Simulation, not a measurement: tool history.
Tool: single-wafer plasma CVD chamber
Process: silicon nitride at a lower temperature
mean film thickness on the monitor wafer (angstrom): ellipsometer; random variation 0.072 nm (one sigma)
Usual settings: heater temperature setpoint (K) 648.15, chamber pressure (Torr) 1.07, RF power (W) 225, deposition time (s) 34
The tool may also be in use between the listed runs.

run   hour  heater temperature setpoint (K)  chamber pressure (Torr)  RF power (W)  deposition time (s)  wafers since the last listed run  hours since the last thermocouple change  hours since the last RF generator calibration  hours since the last manometer calibration  hours since the showerhead was replaced  hours since the gauge calibration  read-back reference wafer on the same gauge, thickness_nm  mean film thickness on the monitor wafer (angstrom)
  1      0                           648.15                     1.07           225                   34                                 0                                     833.2                                         1659.9                                      1689.8                                   5520.4                              450.8                                                     23.086                                               272.05
  2   15.7                           648.15                     1.07           225                 36.4                               501                                     848.9                                         1675.6                                      1705.5                                   5536.1                              466.5                                                     23.098                                               289.13
  3   32.1                           648.15                     1.07           225                 36.4                               523                                     865.3                                           1692                                      1721.9                                   5552.5                              482.9                                                     23.132                                               290.72
  4   62.7                           648.15                     1.07           225                   34                               977                                     895.9                                         1722.6                                      1752.5                                   5583.1                              513.5                                                     23.104                                               270.23
  5   94.9                           648.15                     1.07           225                   34                              1028                                     928.1                                         1754.8                                      1784.7                                   5615.3                              545.7                                                     23.097                                               270.06
  6  129.3                           648.15                     1.07           225                   34                              1098                                     962.5                                         1789.2                                      1819.1                                   5649.7                              580.1                                                     23.097                                               268.83
  7  153.8                           648.15                     1.07           225                   34                               782                                       987                                         1813.7                                      1843.6                                   5674.2                              604.6                                                     23.106                                               270.43
  8  177.8                           648.15                     1.07           225                   34                               766                                      1011                                         1837.7                                      1867.6                                   5698.2                              628.6                                                     23.068                                               268.64
  9  199.1                           638.15                     1.07           225                   34                               680                                    1032.3                                           1859                                      1888.9                                   5719.5                              649.9                                                     23.108                                               270.38
 10  219.3                           638.15                     1.07           225                   34                               645                                    1052.5                                         1879.2                                      1909.1                                   5739.7                              670.1                                                     23.098                                               269.96
 11  233.7                           648.15                     1.07           225                   34                               460                                    1066.9                                         1893.6                                      1923.5                                   5754.1                              684.5                                                     23.124                                               268.15
 12  248.3                           648.15                     1.07           225                   34                               466                                    1081.5                                         1908.2                                      1938.1                                   5768.7                              699.1                                                      23.11                                               269.31
 13    282                           648.15                     1.07           225                   34                              1076                                    1115.2                                         1941.9                                      1971.8                                   5802.4                              732.8                                                     23.116                                               267.83
     291.6  -- gauge calibrated
 14  315.8                           637.15                     0.91           225                   34                              1079                                      1149                                         1975.7                                      2005.6                                   5836.2                               24.2                                                     23.123                                               249.84
     338.7  -- showerhead replaced
 15  339.2                           652.15                     0.82           225                 39.9                               491                                    1172.4                                         1999.1                                        2029                                      0.5                               47.6                                                       23.1                                               275.01
 16  367.2                           648.15                     1.07           225                 37.6                               894                                    1200.4                                         2027.1                                        2057                                     28.5                               75.6                                                     23.122                                               295.38
 17  394.4                           638.15                     1.07           190                   31                               868                                    1227.6                                         2054.3                                      2084.2                                     55.7                              102.8                                                     23.112                                               220.87
 18  417.1                           648.15                     1.07           225                 29.8                               725                                    1250.3                                           2077                                      2106.9                                     78.4                              125.5                                                     23.099                                               233.43
     427.1  -- thermocouple changed; heater temperature recalibrated
     429.3  -- RF generator calibrated
 19  443.2                           648.15                      0.8           225                 38.8                               506                                      16.1                                           13.9                                        2133                                    104.5                              151.6                                                     23.106                                               276.78
     466.1  -- capacitance manometer re-zeroed and calibrated
 20  466.6                           642.15                     1.27           225                   34                               491                                      39.5                                           37.3                                         0.5                                    127.9                                175                                                     23.083                                               299.91
 21  496.8                           655.15                     0.96           185                 39.3                               964                                      69.7                                           67.5                                        30.7                                    158.1                              205.2                                                     23.096                                               276.16
 22    526                           648.15                     1.07           225                   34                               932                                      98.9                                           96.7                                        59.9                                    187.3                              234.4                                                     23.113                                               280.67
 23  543.8                           635.15                     1.07           225                   34                               568                                     116.7                                          114.5                                        77.7                                    205.1                              252.2                                                     23.112                                               281.86
 24  568.1                           644.15                     0.84           260                 37.2                               776                                       141                                          138.8                                         102                                    229.4                              276.5                                                     23.108                                               295.53
 25  602.5                           655.15                     0.96           185                 39.3                              1098                                     175.4                                          173.2                                       136.4                                    263.8                              310.9                                                      23.11                                               275.01

4 ways to go on from here, each from the tool as it stands after run 25. What would each give?
  A  602.9                           648.15                     1.07           225                   34                                12                                     175.8                                          173.6                                       136.8                                    264.2                              311.3                                                          ?                                                    ?
  B  602.9                           635.15                     1.28           210                 29.2                                12                                     175.8                                          173.6                                       136.8                                    264.2                              311.3                                                          ?                                                    ?
  C  602.9                           648.15                     1.32           225                   34                                12                                     175.8                                          173.6                                       136.8                                    264.2                              311.3                                                          ?                                                    ?
  D  602.9                           648.15                     1.07           185                 29.3                                12                                     175.8                                          173.6                                       136.8                                    264.2                              311.3                                                          ?                                                    ?

run  read-back reference wafer on the same gauge, thickness_nm  mean film thickness on the monitor wafer (angstrom)
  A                                                     23.121                                               280.26
  B                                                     23.121                                               249.67
  C                                                     23.121                                               304.17
  D                                                     23.121                                               215.86
Without the tool's hidden state the same runs would have given:
run  mean film thickness on the monitor wafer (angstrom)
  A                                               280.89
  B                                               250.23
  C                                               304.86
  D                                               216.34
